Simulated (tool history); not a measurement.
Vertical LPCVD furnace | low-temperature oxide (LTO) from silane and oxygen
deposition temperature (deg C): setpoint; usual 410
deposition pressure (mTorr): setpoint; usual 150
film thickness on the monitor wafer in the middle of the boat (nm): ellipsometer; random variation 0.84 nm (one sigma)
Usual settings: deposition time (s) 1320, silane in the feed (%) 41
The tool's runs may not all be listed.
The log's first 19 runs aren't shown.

run     day  deposition temperature (deg C)  deposition pressure (mTorr)  deposition time (s)  silane in the feed (%)  read-back reference wafer on the same gauge, thickness  film thickness on the monitor wafer in the middle of the boat (nm)
 20  55.592                             410                          150                 1320                      41                                                  187.15                                                              178.43
 21  59.983                             410                          135                 1320                      41                                                  187.34                                                              160.43
     62.058  -- silane flow controller replaced
     62.342  -- gauge calibrated
 22  63.717                             419                          150                 1320                      41                                                  175.44                                                              184.69
 23  67.325                             406                          180                 1710                      43                                                  175.82                                                              262.92
 24  70.912                             410                          185                  810                      41                                                  176.16                                                              126.44
 25  81.596                             410                          150                 1320                      41                                                  176.59                                                              169.72
 26  83.488                             410                          140                 1110                      41                                                  177.39                                                              134.02
 27  85.417                             406                          130                 1320                      41                                                  177.69                                                              140.43
 28  87.196                             410                          150                 1320                      37                                                  177.46                                                              150.19
 29  90.821                             401                          160                 1830                      41                                                  177.58                                                              226.49
 30  93.592                             410                          150                 1320                      41                                                  178.15                                                              169.85
 31   95.35                             405                          120                 1320                      41                                                  178.58                                                              129.04

Forecast each of these 4 alternatives for the next run:
  A  95.512                             410                          150                 1320                      41                                                       ?                                                                   ?
  B  95.512                             418                          115                 1320                      41                                                       ?                                                                   ?
  C  95.512                             415                          135                 1320                      48                                                       ?                                                                   ?
  D  95.512                             410                          150                  870                      37                                                       ?                                                                   ?

run  read-back reference wafer on the same gauge, thickness  film thickness on the monitor wafer in the middle of the boat (nm)
  A                                                  178.34                                                              168.28
  B                                                  178.34                                                              140.16
  C                                                  178.34                                                              186.39
  D                                                  178.34                                                               98.17
Without the tool's hidden state the same runs would have given:
run  film thickness on the monitor wafer in the middle of the boat (nm)
  A                                                               166.2
  B                                                              138.43
  C                                                              184.08
  D                                                               96.96

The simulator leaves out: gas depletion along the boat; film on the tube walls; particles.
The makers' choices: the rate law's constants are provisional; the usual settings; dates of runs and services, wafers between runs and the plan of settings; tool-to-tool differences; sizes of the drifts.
